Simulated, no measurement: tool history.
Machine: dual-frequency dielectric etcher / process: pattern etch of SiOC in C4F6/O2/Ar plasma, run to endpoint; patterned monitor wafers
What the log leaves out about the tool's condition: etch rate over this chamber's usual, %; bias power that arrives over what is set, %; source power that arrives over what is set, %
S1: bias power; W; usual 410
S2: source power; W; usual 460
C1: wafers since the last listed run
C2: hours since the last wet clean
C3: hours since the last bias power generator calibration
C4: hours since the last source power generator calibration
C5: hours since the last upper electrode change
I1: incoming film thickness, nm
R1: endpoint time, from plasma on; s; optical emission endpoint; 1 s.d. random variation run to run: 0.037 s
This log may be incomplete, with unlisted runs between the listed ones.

Run 1, hour 0: usual settings; C1 0; C2 17; C3 1350.9; C4 4654.7; C5 3669.3; I1 26.45. Result: R1 9.7 s.
Run 2, hour 60.1: usual settings; C1 1019; C2 77.1; C3 1411; C4 4714.8; C5 3729.4; I1 26.1. Result: R1 9.7 s.
Run 3, hour 96.3: usual settings; C1 613; C2 113.3; C3 1447.2; C4 4751; C5 3765.6; I1 26.28. Result: R1 9.7 s.
Run 4, hour 177.5: usual settings; C1 1376; C2 194.5; C3 1528.4; C4 4832.2; C5 3846.8; I1 26.27. Result: R1 9.6 s.
Run 5, hour 233.4: usual settings; C1 947; C2 250.4; C3 1584.3; C4 4888.1; C5 3902.7; I1 26.26. Result: R1 9.6 s.
Run 6, hour 290.2: usual settings; C1 963; C2 307.2; C3 1641.1; C4 4944.9; C5 3959.5; I1 26.11. Result: R1 9.6 s.
Run 7, hour 340: usual settings; C1 844; C2 357; C3 1690.9; C4 4994.7; C5 4009.3; I1 26.37. Result: R1 9.7 s.
At hour 404: upper electrode replaced.
Run 8, hour 404.5: usual settings; C1 686; C2 421.5; C3 1755.4; C4 5059.2; C5 0.5; I1 26.12. Result: R1 9.5 s.
At hour 431.9: source power generator calibrated.
At hour 447.3: wet clean of the chamber.
Run 9, hour 451.3: usual settings; C1 464; C2 4; C3 1802.2; C4 19.4; C5 47.3; I1 25.91. Result: R1 9.6 s.
Run 10, hour 517.3: usual settings but S2 570 W; C1 1119; C2 70; C3 1868.2; C4 85.4; C5 113.3; I1 26.08. Result: R1 9.3 s.
Run 11, hour 567.2: usual settings but S1 491 W, S2 430 W; C1 846; C2 119.9; C3 1918.1; C4 135.3; C5 163.2; I1 25.94. Result: R1 8.9 s.
Run 12, hour 611.4: usual settings but S1 478 W; C1 749; C2 164.1; C3 1962.3; C4 179.5; C5 207.4; I1 26.34. Result: R1 9 s.
Run 13, hour 688.2: usual settings but S1 332 W, S2 510 W; C1 1302; C2 240.9; C3 2039.1; C4 256.3; C5 284.2; I1 26.27. Result: R1 10.5 s.
At hour 693.6: bias power generator calibrated.
Run 14, hour 738.7: usual settings but S1 478 W, S2 390 W; C1 788; C2 291.4; C3 45.1; C4 306.8; C5 334.7; I1 25.98. Result: R1 9.1 s.
Run 15, hour 818.8: usual settings; C1 1358; C2 371.5; C3 125.2; C4 386.9; C5 414.8; I1 25.96. Result: R1 9.4 s.
At hour 885.4: wet clean of the chamber.
Run 16, hour 908.9: usual settings but S1 362 W, S2 580 W; C1 1120; C2 23.5; C3 215.3; C4 477; C5 504.9; I1 26.04. Result: R1 9.8 s.
Run 17, hour 990.8: usual settings but S1 332 W, S2 570 W; C1 1388; C2 105.4; C3 297.2; C4 558.9; C5 586.8; I1 26.06. Result: R1 10.3 s.
Run 18, hour 1072.9: usual settings; C1 1392; C2 187.5; C3 379.3; C4 641; C5 668.9; I1 26.01. Result: R1 9.5 s.
Run 19, hour 1138.5: usual settings but S1 466 W, S2 540 W; C1 1112; C2 253.1; C3 444.9; C4 706.6; C5 734.5; I1 26.32. Result: R1 8.8 s.

What if the next run were any one of these 3? Each begins from the tool's condition after run 19:
Run A, hour 1138.9: usual settings but S1 312 W; C1 6; C2 253.5; C3 445.3; C4 707; C5 734.9; I1 26.23. Result: R1 ?.
Run B, hour 1138.9: usual settings but S1 478 W, S2 530 W; C1 6; C2 253.5; C3 445.3; C4 707; C5 734.9; I1 26.23. Result: R1 ?.
Run C, hour 1138.9: usual settings but S1 445 W, S2 360 W; C1 6; C2 253.5; C3 445.3; C4 707; C5 734.9; I1 26.23. Result: R1 ?.

run   R1
  A   11
  B  8.6
  C  9.6
Without the tool's hidden state the same runs would have given:
run    R1
  A  11.1
  B   8.8
  C   9.7
